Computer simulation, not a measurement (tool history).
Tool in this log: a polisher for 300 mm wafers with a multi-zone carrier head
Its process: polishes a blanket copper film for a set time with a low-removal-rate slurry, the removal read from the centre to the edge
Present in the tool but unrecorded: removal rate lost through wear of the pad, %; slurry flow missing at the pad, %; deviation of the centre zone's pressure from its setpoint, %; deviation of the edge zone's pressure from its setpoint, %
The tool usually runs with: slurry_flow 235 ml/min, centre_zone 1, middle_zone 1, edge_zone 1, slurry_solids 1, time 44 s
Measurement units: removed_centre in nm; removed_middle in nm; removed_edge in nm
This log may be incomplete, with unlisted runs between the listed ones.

| run | hour | slurry_flow | centre_zone | middle_zone | edge_zone | slurry_solids | time | wafers since the last listed run | wafers polished on this pad | hours since the slurry nozzle was cleaned | hours since the centre zone pressure was calibrated | hours since the edge zone pressure was calibrated | hours since the carrier head's membrane was replaced | incoming thickness of the incoming film, nm | removed_centre | removed_middle | removed_edge |
|---|---|---|---|---|---|---|---|---|---|---|---|---|---|---|---|---|---|
| 1 | 0 | 235 | 1 | 1 | 1.08 | 1 | 44 | 0 | 1789 | 50 | 306.6 | 1318.4 | 883.6 | 1356.1 | 144.8 | 152.4 | 157 |
|  | 6.3 | worn pad replaced by a new one |
|  | 10.2 | edge zone pressure recalibrated |
|  | 27.8 | carrier head's membrane replaced by a new one |
| 2 | 28.3 | 185 | 1 | 1 | 1 | 1 | 44 | 226 | 195 | 78.3 | 334.9 | 18.1 | 0.5 | 1354.6 | 143.9 | 143.2 | 154.1 |
| 3 | 45.7 | 235 | 1 | 1 | 1 | 1 | 34 | 227 | 422 | 95.7 | 352.3 | 35.5 | 17.9 | 1338.2 | 112.5 | 114.3 | 117.2 |
| 4 | 68 | 235 | 1 | 1 | 1 | 1 | 34 | 291 | 714 | 118 | 374.6 | 57.8 | 40.2 | 1352.4 | 113.8 | 114.9 | 118.5 |
| 5 | 81 | 235 | 1.04 | 1 | 1 | 1 | 44 | 169 | 884 | 131 | 387.6 | 70.8 | 53.2 | 1355.3 | 150.3 | 153.4 | 151.5 |
| 6 | 105.5 | 235 | 1 | 1 | 1 | 1.1 | 31 | 320 | 1204 | 155.5 | 412.1 | 95.3 | 77.7 | 1335.8 | 106.4 | 104.9 | 111.7 |
| 7 | 122.2 | 300 | 0.89 | 1 | 1 | 1 | 44 | 218 | 1422 | 172.2 | 428.8 | 112 | 94.4 | 1347.8 | 128.2 | 154.1 | 154.9 |
| 8 | 134.9 | 235 | 0.94 | 1 | 1 | 1 | 54 | 165 | 1588 | 184.9 | 441.5 | 124.7 | 107.1 | 1344.4 | 161.4 | 184.1 | 189.7 |
|  | 145.9 | centre zone pressure recalibrated |
|  | 160.3 | worn pad replaced by a new one |
| 9 | 163.8 | 235 | 0.94 | 0.88 | 0.94 | 1 | 37 | 299 | 46 | 213.8 | 17.9 | 153.6 | 136 | 1371.5 | 100.5 | 113.1 | 126.1 |
| 10 | 178 | 170 | 1 | 1 | 1 | 1 | 44 | 185 | 231 | 228 | 32.1 | 167.8 | 150.2 | 1347.2 | 126 | 144.9 | 149 |
| 11 | 202 | 235 | 1 | 1 | 1 | 1 | 44 | 313 | 545 | 252 | 56.1 | 191.8 | 174.2 | 1369.4 | 131.5 | 148.8 | 156.2 |
| 12 | 227.2 | 300 | 1 | 0.91 | 1 | 0.7 | 44 | 329 | 874 | 277.2 | 81.3 | 217 | 199.4 | 1335.9 | 119.1 | 122.5 | 138.4 |
| 13 | 248.2 | 160 | 1 | 1 | 1 | 1 | 44 | 274 | 1149 | 298.2 | 102.3 | 238 | 220.4 | 1352.9 | 122 | 144 | 150.8 |
| 14 | 267.9 | 235 | 1 | 1 | 1.05 | 1 | 44 | 257 | 1406 | 317.9 | 122 | 257.7 | 240.1 | 1343 | 128.5 | 149.9 | 158 |
|  | 273.4 | slurry nozzle cleaned |
|  | 284.4 | worn pad replaced by a new one |
|  | 285.4 | centre zone pressure recalibrated, repeated, since the last time left the tool worse |
| 15 | 296.3 | 235 | 1.08 | 1 | 1.06 | 1.25 | 44 | 293 | 142 | 22.9 | 10.9 | 286.1 | 268.5 | 1350.6 | 177.9 | 161.9 | 168.6 |
| 16 | 321.3 | 235 | 1 | 1 | 1.1 | 0.8 | 53 | 326 | 469 | 47.9 | 35.9 | 311.1 | 293.5 | 1356.1 | 171.1 | 166.9 | 178.7 |
| 17 | 337.1 | 235 | 1 | 1 | 1.11 | 1 | 44 | 206 | 675 | 63.7 | 51.7 | 326.9 | 309.3 | 1330.3 | 153.4 | 150.2 | 159.6 |
| 18 | 353.6 | 235 | 1 | 1 | 1 | 1 | 34 | 215 | 891 | 80.2 | 68.2 | 343.4 | 325.8 | 1335.8 | 116.9 | 112.8 | 120.1 |
| 19 | 377.8 | 235 | 1 | 1 | 1 | 1 | 44 | 316 | 1207 | 104.4 | 92.4 | 367.6 | 350 | 1334.2 | 151.2 | 148.6 | 153.7 |
|  | 408.5 | worn pad replaced by a new one |
| 20 | 411.2 | 200 | 1 | 1 | 1.08 | 1 | 44 | 384 | 35 | 137.8 | 125.8 | 401 | 383.4 | 1334.1 | 146.2 | 148.1 | 156.5 |

Consider 5 possible next runs. They are alternatives, not a sequence: every one starts from the tool as it was left by run 20. What does each give?
| A | 411.6 | 235 | 1 | 1 | 1 | 1 | 44 | 5 | 40 | 138.2 | 126.2 | 401.4 | 383.8 | 1335.2 | ? | ? | ? |
| B | 411.6 | 235 | 1.09 | 1.06 | 1 | 1.2 | 44 | 5 | 40 | 138.2 | 126.2 | 401.4 | 383.8 | 1335.2 | ? | ? | ? |
| C | 411.6 | 310 | 1 | 1 | 1 | 1 | 44 | 5 | 40 | 138.2 | 126.2 | 401.4 | 383.8 | 1335.2 | ? | ? | ? |
| D | 411.6 | 235 | 1 | 1 | 1 | 1 | 58 | 5 | 40 | 138.2 | 126.2 | 401.4 | 383.8 | 1335.2 | ? | ? | ? |
| E | 411.6 | 165 | 1 | 1 | 1 | 1 | 44 | 5 | 40 | 138.2 | 126.2 | 401.4 | 383.8 | 1335.2 | ? | ? | ? |

| run | removed_centre | removed_middle | removed_edge |
|---|---|---|---|
| A | 155.2 | 143.8 | 155.3 |
| B | 179.5 | 160.1 | 164.4 |
| C | 159.8 | 147.6 | 158.4 |
| D | 204.6 | 189.6 | 204.6 |
| E | 148.3 | 138.1 | 150.6 |
With the hidden condition removed and each run's random variation left untouched, the same runs would have given:
| run | removed_centre | removed_middle | removed_edge |
|---|---|---|---|
| A | 156.6 | 143.8 | 155.3 |
| B | 181.1 | 160 | 164.4 |
| C | 161.2 | 147.6 | 158.4 |
| D | 206.5 | 189.6 | 204.6 |
| E | 149.7 | 138 | 150.6 |

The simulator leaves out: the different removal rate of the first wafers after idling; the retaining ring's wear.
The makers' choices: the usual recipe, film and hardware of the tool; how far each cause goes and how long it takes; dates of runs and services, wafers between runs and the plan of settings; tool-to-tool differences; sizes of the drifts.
